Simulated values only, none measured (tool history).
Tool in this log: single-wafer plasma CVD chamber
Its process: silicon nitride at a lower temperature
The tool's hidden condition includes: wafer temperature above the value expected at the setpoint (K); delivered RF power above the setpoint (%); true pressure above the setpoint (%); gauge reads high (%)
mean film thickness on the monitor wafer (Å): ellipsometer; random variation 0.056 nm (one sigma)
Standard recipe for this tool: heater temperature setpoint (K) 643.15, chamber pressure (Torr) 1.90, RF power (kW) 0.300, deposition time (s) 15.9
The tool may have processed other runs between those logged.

run	hour	heater temperature setpoint (K)	chamber pressure (Torr)	RF power (kW)	deposition time (s)	wafers since the last listed run	hours since the last thermocouple change	hours since the last RF generator calibration	hours since the last manometer calibration	hours since the showerhead was replaced	hours since the gauge calibration	read-back reference wafer on the same gauge, thickness_nm	mean film thickness on the monitor wafer (Å)
1	0.0	643.15	1.90	0.300	14.9	0	1139.2	162.4	6.2	59.0	714.3	16.693	158.82
2	17.8	643.15	1.90	0.300	14.9	577	1157.0	180.2	24.0	76.8	732.1	16.694	158.89
3	53.2	643.15	1.90	0.300	15.9	1147	1192.4	215.6	59.4	112.2	767.5	16.690	170.26
4	77.7	643.15	1.90	0.300	15.9	794	1216.9	240.1	83.9	136.7	792.0	16.700	169.86
5	97.6	638.15	2.05	0.250	18.0	645	1236.8	260.0	103.8	156.6	811.9	16.703	182.52
6	131.7	643.15	1.90	0.300	15.9	1105	1270.9	294.1	137.9	190.7	846.0	16.694	169.91
7	150.1	643.15	1.90	0.300	15.9	596	1289.3	312.5	156.3	209.1	864.4	16.701	169.52
8	181.0	632.15	1.90	0.240	15.9	1001	1320.2	343.4	187.2	240.0	895.3	16.699	155.59
9	214.0	643.15	1.90	0.300	15.9	1069	1353.2	376.4	220.2	273.0	928.3	16.696	170.05
# hour 216.3: gauge calibrated
10	233.8	643.15	1.68	0.300	15.9	641	1373.0	396.2	240.0	292.8	17.5	16.697	164.35
11	259.3	643.15	1.90	0.300	15.9	826	1398.5	421.7	265.5	318.3	43.0	16.690	169.57
12	284.8	643.15	1.90	0.300	15.9	826	1424.0	447.2	291.0	343.8	68.5	16.698	170.92
13	308.0	655.15	1.90	0.300	15.9	752	1447.2	470.4	314.2	367.0	91.7	16.702	168.82
14	342.7	643.15	1.90	0.300	15.9	1125	1481.9	505.1	348.9	401.7	126.4	16.711	170.69
15	365.7	657.15	2.07	0.300	14.5	745	1504.9	528.1	371.9	424.7	149.4	16.696	157.98
16	378.4	651.15	1.56	0.300	15.9	411	1517.6	540.8	384.6	437.4	162.1	16.695	160.75
# hour 390.5: thermocouple changed; heater temperature recalibrated
17	409.8	637.15	1.90	0.300	15.9	758	19.3	572.2	416.0	468.8	193.5	16.693	170.15
18	440.7	632.15	1.90	0.300	15.9	1001	50.2	603.1	446.9	499.7	224.4	16.696	170.78
19	465.2	643.15	1.90	0.300	18.4	794	74.7	627.6	471.4	524.2	248.9	16.692	196.54
20	481.0	643.15	2.34	0.240	15.9	512	90.5	643.4	487.2	540.0	264.7	16.703	164.72
21	500.8	643.15	1.90	0.300	16.7	641	110.3	663.2	507.0	559.8	284.5	16.706	177.81
22	529.8	650.15	2.26	0.280	13.9	940	139.3	692.2	536.0	588.8	313.5	16.706	151.67
23	545.2	636.15	1.77	0.265	14.7	499	154.7	707.6	551.4	604.2	328.9	16.698	146.12
24	560.6	643.15	1.90	0.300	15.9	499	170.1	723.0	566.8	619.6	344.3	16.708	171.42
# hour 582.4: RF generator calibrated
25	582.9	643.15	1.90	0.300	15.0	463	192.4	0.5	589.1	641.9	366.6	16.699	166.08
26	599.6	643.15	1.75	0.265	17.0	541	209.1	17.2	605.8	658.6	383.3	16.700	173.13
27	621.5	639.15	2.20	0.350	15.9	710	231.0	39.1	627.7	680.5	405.2	16.707	194.78
28	644.6	643.15	1.90	0.300	15.9	748	254.1	62.2	650.8	703.6	428.3	16.691	174.21
29	669.7	632.15	1.90	0.350	15.9	813	279.2	87.3	675.9	728.7	453.4	16.708	186.77

Branching from run 29: 4 alternative next runs. What would each branch give?
A	670.1	643.15	2.11	0.300	15.9	12	279.6	87.7	676.3	729.1	453.8	?	?
B	670.1	643.15	1.72	0.320	15.9	12	279.6	87.7	676.3	729.1	453.8	?	?
C	670.1	654.15	1.43	0.340	17.7	12	279.6	87.7	676.3	729.1	453.8	?	?
D	670.1	655.15	2.30	0.265	12.8	12	279.6	87.7	676.3	729.1	453.8	?	?

run	read-back reference wafer on the same gauge, thickness_nm	mean film thickness on the monitor wafer (Å)
A	16.716	179.28
B	16.716	174.06
C	16.716	187.34
D	16.716	139.33
What these runs would have given with no unlogged condition in the tool:
run	mean film thickness on the monitor wafer (Å)
A	177.86
B	172.40
C	185.37
D	138.50
